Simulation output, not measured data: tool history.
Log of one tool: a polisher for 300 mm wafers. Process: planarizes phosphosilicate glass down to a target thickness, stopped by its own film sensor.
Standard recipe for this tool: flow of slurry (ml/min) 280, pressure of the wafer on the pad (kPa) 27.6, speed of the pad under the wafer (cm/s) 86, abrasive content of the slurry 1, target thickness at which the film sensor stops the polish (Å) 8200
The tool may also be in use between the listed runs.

run,hour,flow of slurry (ml/min),pressure of the wafer on the pad (kPa),speed of the pad under the wafer (cm/s),abrasive content of the slurry,target thickness at which the film sensor stops the polish (Å),wafers since the last listed run,wafers polished on this pad,hours since the slurry nozzle was cleaned,hours since the head pressure was calibrated,hours since the slurry blender was calibrated,hours since the conditioning disc was replaced,"incoming thickness of the incoming film, nm",time until the film sensor stopped the polish (s)
1,0,320,27.6,86,1,8200,0,4571,208.1,525.2,312.3,109.3,1339.6,54.9
# hour 30.2: head pressure recalibrated
# hour 79.4: worn pad replaced by a new one
2,99.6,340,27.6,86,1,8200,785,169,307.7,69.4,411.9,208.9,1341.8,51.5
# hour 246.6: slurry blender recalibrated
3,374.9,340,27.6,86,1,8200,2293,2462,583,344.7,128.3,484.2,1330.6,56.9
4,479.4,340,27.6,86,1,8200,876,3338,687.5,449.2,232.8,588.7,1340.7,57.8
# hour 531.2: slurry nozzle cleaned
5,539.1,280,27.6,66,0.8,8200,492,3831,7.9,508.9,292.5,648.4,1320.4,78.4
# hour 560.2: conditioning disc replaced and pad reconditioned
# hour 580.6: head pressure recalibrated
6,593.2,280,27.6,96,1,8200,420,4251,62,12.6,346.6,33,1313.4,43.3
7,651.6,280,30.3,86,1,8200,489,4741,120.4,71,405,91.4,1331.4,47
# hour 669.9: worn pad replaced by a new one
8,729.3,280,20.7,68,1,8200,618,498,198.1,148.7,482.7,169.1,1317.8,80.3
9,767.2,280,27.6,86,1,8200,317,816,236,186.6,520.6,207,1319.4,51.8
10,828.9,280,27.6,86,1,8200,517,1333,297.7,248.3,582.3,268.7,1334.2,57.3
# hour 850.2: slurry blender recalibrated
11,922.5,280,34.5,86,1,8200,768,2102,391.3,341.9,72.3,362.3,1318.1,46
12,1000.6,280,27.6,86,1,6850,655,2757,469.4,420,150.4,440.4,1333.1,72.5
13,1087.1,350,36.5,86,1,9070,725,3483,555.9,506.5,236.9,526.9,1332.7,37.5
14,1186.1,205,20.7,86,1,8200,830,4314,654.9,605.5,335.9,625.9,1340,78.5
# hour 1219.4: head pressure recalibrated
# hour 1223.5: conditioning disc replaced and pad reconditioned
# hour 1253.4: worn pad replaced by a new one
# hour 1264.9: slurry nozzle cleaned
15,1274.5,280,27.6,86,1,8200,666,168,9.6,55.1,424.3,51,1326.6,49.4
16,1354.8,280,20,86,1,8200,673,842,89.9,135.4,504.6,131.3,1320.1,68.4
# hour 1382.3: slurry blender recalibrated
17,1411.4,280,27.6,86,1,7700,458,1300,146.5,192,29.1,187.9,1348.5,58.7
18,1469,280,20,74,1,9730,483,1783,204.1,249.6,86.7,245.5,1319.3,54.9
19,1519.3,375,19.3,70,1,8200,422,2205,254.4,299.9,137,295.8,1336.7,87.1
20,1570.4,335,27.6,86,1,9500,428,2634,305.5,351,188.1,346.9,1314.8,39.3
21,1621.1,375,27.6,86,1,8200,425,3059,356.2,401.7,238.8,397.6,1354.5,59.3
22,1687.7,320,22.8,86,1,6820,558,3618,422.8,468.3,305.4,464.2,1349.7,88.8
23,1794.5,210,27.6,86,0.75,8820,896,4514,529.6,575.1,412.2,571,1314,58.9
# hour 1881.2: conditioning disc replaced and pad reconditioned
# hour 1882.2: head pressure recalibrated
24,1919.4,280,27.6,86,1,8200,1022,5537,654.5,37.2,537.1,38.2,1341.8,50.3

Below are 5 alternative next runs, each starting from the tool's condition after run 24. Predict each:
A,1919.8,280,27.6,86,1,8200,3,5540,654.9,37.6,537.5,38.6,1324.8,?
B,1919.8,280,27.6,86,1,6720,3,5540,654.9,37.6,537.5,38.6,1324.8,?
C,1919.8,280,34.5,86,0.7,7270,3,5540,654.9,37.6,537.5,38.6,1324.8,?
D,1919.8,280,23.4,106,0.85,8200,3,5540,654.9,37.6,537.5,38.6,1324.8,?
E,1919.8,335,35.2,86,1.15,8200,3,5540,654.9,37.6,537.5,38.6,1324.8,?

run,time until the film sensor stopped the polish (s)
A,50.7
B,65.6
C,57.4
D,54
E,37.5
What these runs would have given with no unlogged condition in the tool:
run,time until the film sensor stopped the polish (s)
A,48.9
B,63.3
C,55.1
D,52
E,36

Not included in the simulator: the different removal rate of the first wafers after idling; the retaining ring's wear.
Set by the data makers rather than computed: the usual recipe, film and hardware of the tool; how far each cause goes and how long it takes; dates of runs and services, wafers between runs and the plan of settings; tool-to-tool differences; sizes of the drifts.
